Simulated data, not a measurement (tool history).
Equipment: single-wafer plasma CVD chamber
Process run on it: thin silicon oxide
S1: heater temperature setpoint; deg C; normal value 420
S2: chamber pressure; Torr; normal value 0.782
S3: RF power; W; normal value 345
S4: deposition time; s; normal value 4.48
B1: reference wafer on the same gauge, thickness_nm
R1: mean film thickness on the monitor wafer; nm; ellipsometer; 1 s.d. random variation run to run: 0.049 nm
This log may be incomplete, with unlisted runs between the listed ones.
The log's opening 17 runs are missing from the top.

run   hour   S1     S2   S3    S4      B1     R1
 18  502.9  428  0.659  400  4.84  10.108  8.341
 19  537.1  420  0.782  300  3.77  10.106  7.141
 20  565.7  432  0.966  280  4.13  10.126  9.224
 21  606.3  424  0.782  345  4.48  10.107  8.814
 22  625.2  409  0.636  400  4.48  10.101  7.563
 23  637.3  420  0.782  380  4.48   10.09  9.208
 24  651.8  410  0.782  345  4.14  10.122  8.303
 25  664.5  420  0.782  330  4.48  10.135  8.841
 26  735.5  420  0.782  280  4.48  10.121  8.459
 27  749.1  415  0.651  385  4.48  10.125  7.655
 28  764.1  420  0.782  345  4.48  10.133  8.869
 29  780.5  434  0.782  345  4.48  10.126  8.821
 30  816.3  420  0.782  345  4.48  10.102  9.024

Predict each of these 3 candidate next runs independently; none follows another, all start after run 30:
  A  816.7  420  0.782  345  4.77   ?   ?
  B  816.7  420  0.894  300  4.48   ?   ?
  C  816.7  420  0.923  345  4.48   ?   ?

run      B1      R1
  A  10.109   9.575
  B  10.109   9.681
  C  10.109  10.393
With the hidden condition removed and each run's random variation left untouched, the same runs would have given:
run      R1
  A   9.258
  B   9.396
  C  10.087
